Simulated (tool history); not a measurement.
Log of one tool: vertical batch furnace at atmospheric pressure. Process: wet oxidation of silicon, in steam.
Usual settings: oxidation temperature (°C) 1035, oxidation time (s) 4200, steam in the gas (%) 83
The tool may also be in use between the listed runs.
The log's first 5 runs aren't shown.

| run | hour | oxidation temperature (°C) | oxidation time (s) | steam in the gas (%) | wafers since the last listed run | hours since the last temperature calibration | hours since the steam generator was serviced | hours since the gauge calibration | read-back reference wafer on the same gauge, thickness | oxide thickness on the monitor wafer (Å) |
|---|---|---|---|---|---|---|---|---|---|---|
| 6 | 270.7 | 1035 | 4200 | 83 | 220 | 1808.7 | 1948.4 | 1541.6 | 545.14 | 5656.3 |
| 7 | 303.6 | 1035 | 4200 | 83 | 280 | 1841.6 | 1981.3 | 1574.5 | 545.98 | 5635.1 |
| 8 | 338.1 | 1019 | 4200 | 83 | 293 | 1876.1 | 2015.8 | 1609 | 545.17 | 5241.1 |
| 9 | 394.1 | 1019 | 4200 | 83 | 476 | 1932.1 | 2071.8 | 1665 | 544.65 | 5242.2 |
| 10 | 432.4 | 1019 | 4200 | 83 | 326 | 1970.4 | 2110.1 | 1703.3 | 544.89 | 5227.9 |
| 11 | 466.7 | 1035 | 5550 | 83 | 291 | 2004.7 | 2144.4 | 1737.6 | 545.06 | 6576.5 |
| 12 | 501.4 | 1035 | 2850 | 83 | 295 | 2039.4 | 2179.1 | 1772.3 | 544.8 | 4525.4 |
| 13 | 529.4 | 1035 | 2850 | 83 | 238 | 2067.4 | 2207.1 | 1800.3 | 544.71 | 4547.8 |
|  | 714.9 | steam generator serviced |
| 14 | 719.9 | 1035 | 4200 | 83 | 1417 | 2257.9 | 5 | 1990.8 | 545.12 | 5640.5 |
| 15 | 787.5 | 1035 | 4200 | 83 | 575 | 2325.5 | 72.6 | 2058.4 | 545.06 | 5666.6 |
| 16 | 823 | 1035 | 4200 | 83 | 302 | 2361 | 108.1 | 2093.9 | 544.28 | 5663.2 |
| 17 | 867.9 | 1035 | 4200 | 83 | 382 | 2405.9 | 153 | 2138.8 | 544.9 | 5655.6 |
|  | 954.2 | thermocouples replaced and temperature profile calibrated |
| 18 | 954.7 | 1035 | 4200 | 83 | 534 | 0.5 | 239.8 | 2225.6 | 545.32 | 5503.5 |
| 19 | 982.9 | 1035 | 5790 | 92 | 240 | 28.7 | 268 | 2253.8 | 545.05 | 7046.7 |
| 20 | 1018.6 | 1035 | 4890 | 90 | 303 | 64.4 | 303.7 | 2289.5 | 545.49 | 6312.7 |
| 21 | 1049.2 | 1035 | 4200 | 83 | 260 | 95 | 334.3 | 2320.1 | 545.69 | 5591.3 |
| 22 | 1099.2 | 1043 | 2820 | 72 | 425 | 145 | 384.3 | 2370.1 | 545.07 | 4222.4 |

Forecast run 23:
| 23 | 1132.6 | 1035 | 4200 | 83 | 284 | 178.4 | 417.7 | 2403.5 | ? | ? |

read-back reference wafer on the same gauge, thickness: 544.99
oxide thickness on the monitor wafer (Å): 5563.9
Without the tool's hidden state the same run would have given oxide thickness on the monitor wafer (Å) 5529.6.
